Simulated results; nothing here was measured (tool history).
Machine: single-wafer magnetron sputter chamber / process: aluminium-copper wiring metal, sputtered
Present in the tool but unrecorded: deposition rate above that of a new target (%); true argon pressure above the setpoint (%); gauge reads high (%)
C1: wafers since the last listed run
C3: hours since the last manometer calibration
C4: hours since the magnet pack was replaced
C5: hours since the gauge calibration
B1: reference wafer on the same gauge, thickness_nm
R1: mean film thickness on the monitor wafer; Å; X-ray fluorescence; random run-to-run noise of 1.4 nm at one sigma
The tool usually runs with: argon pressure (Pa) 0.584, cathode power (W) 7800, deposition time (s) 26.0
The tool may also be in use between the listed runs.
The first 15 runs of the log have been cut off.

run 16 hour=497.9 | argon_pressure_(Pa)=0.584 cathode_power_(W)=7800 deposition_time_(s)=26.0 | C1=1116 wafers_on_the_sputter_target=7431 C3=819.8 C4=3606.2 C5=100.8 | B1=344.066 | R1=3279.00
run 17 hour=519.5 | argon_pressure_(Pa)=0.584 cathode_power_(W)=7800 deposition_time_(s)=26.0 | C1=876 wafers_on_the_sputter_target=8307 C3=841.4 C4=3627.8 C5=122.4 | B1=343.925 | R1=3277.46
-- hour=530.0 sputter target and shields replaced
run 18 hour=547.3 | argon_pressure_(Pa)=0.584 cathode_power_(W)=6550 deposition_time_(s)=24.8 | C1=803 wafers_on_the_sputter_target=700 C3=869.2 C4=3655.6 C5=150.2 | B1=343.900 | R1=2623.09
run 19 hour=567.4 | argon_pressure_(Pa)=0.584 cathode_power_(W)=8500 deposition_time_(s)=27.8 | C1=815 wafers_on_the_sputter_target=1516 C3=889.3 C4=3675.7 C5=170.3 | B1=343.799 | R1=3790.72
-- hour=607.1 capacitance manometer re-zeroed and calibrated
run 20 hour=607.6 | argon_pressure_(Pa)=0.584 cathode_power_(W)=7800 deposition_time_(s)=26.0 | C1=1306 wafers_on_the_sputter_target=2823 C3=0.5 C4=3715.9 C5=210.5 | B1=343.922 | R1=3298.04
run 21 hour=638.7 | argon_pressure_(Pa)=0.584 cathode_power_(W)=7800 deposition_time_(s)=22.2 | C1=1262 wafers_on_the_sputter_target=4085 C3=31.6 C4=3747.0 C5=241.6 | B1=343.738 | R1=2809.68
run 22 hour=671.2 | argon_pressure_(Pa)=0.584 cathode_power_(W)=7800 deposition_time_(s)=26.0 | C1=1319 wafers_on_the_sputter_target=5404 C3=64.1 C4=3779.5 C5=274.1 | B1=344.276 | R1=3300.56
run 23 hour=701.9 | argon_pressure_(Pa)=0.584 cathode_power_(W)=7800 deposition_time_(s)=26.0 | C1=1245 wafers_on_the_sputter_target=6650 C3=94.8 C4=3810.2 C5=304.8 | B1=343.929 | R1=3308.18
-- hour=718.1 magnet pack replaced
-- hour=725.7 sputter target and shields replaced
run 24 hour=726.2 | argon_pressure_(Pa)=0.584 cathode_power_(W)=7800 deposition_time_(s)=26.0 | C1=356 wafers_on_the_sputter_target=21 C3=119.1 C4=8.1 C5=329.1 | B1=343.889 | R1=3272.69
run 25 hour=744.0 | argon_pressure_(Pa)=0.410 cathode_power_(W)=7800 deposition_time_(s)=26.0 | C1=722 wafers_on_the_sputter_target=743 C3=136.9 C4=25.9 C5=346.9 | B1=343.717 | R1=3830.22
run 26 hour=776.0 | argon_pressure_(Pa)=0.491 cathode_power_(W)=9350 deposition_time_(s)=23.8 | C1=1298 wafers_on_the_sputter_target=2042 C3=168.9 C4=57.9 C5=378.9 | B1=343.853 | R1=3897.39
run 27 hour=792.1 | argon_pressure_(Pa)=0.584 cathode_power_(W)=6500 deposition_time_(s)=26.0 | C1=653 wafers_on_the_sputter_target=2695 C3=185.0 C4=74.0 C5=395.0 | B1=344.099 | R1=2749.99
run 28 hour=819.3 | argon_pressure_(Pa)=0.584 cathode_power_(W)=6600 deposition_time_(s)=23.6 | C1=1103 wafers_on_the_sputter_target=3799 C3=212.2 C4=101.2 C5=422.2 | B1=343.886 | R1=2519.23
run 29 hour=893.3 | argon_pressure_(Pa)=0.584 cathode_power_(W)=7800 deposition_time_(s)=26.0 | C1=3003 wafers_on_the_sputter_target=6803 C3=286.2 C4=175.2 C5=496.2 | B1=343.718 | R1=3276.61

The next listed run, before its measurement:
run 30 hour=905.5 | argon_pressure_(Pa)=0.584 cathode_power_(W)=9350 deposition_time_(s)=22.6 | C1=495 wafers_on_the_sputter_target=7298 C3=298.4 C4=187.4 C5=508.4 | B1=? | R1=?

B1: 344.038
R1: 3426.06 Å
Had the tool carried no hidden state, the very same run would have given R1 3426.06 Å.
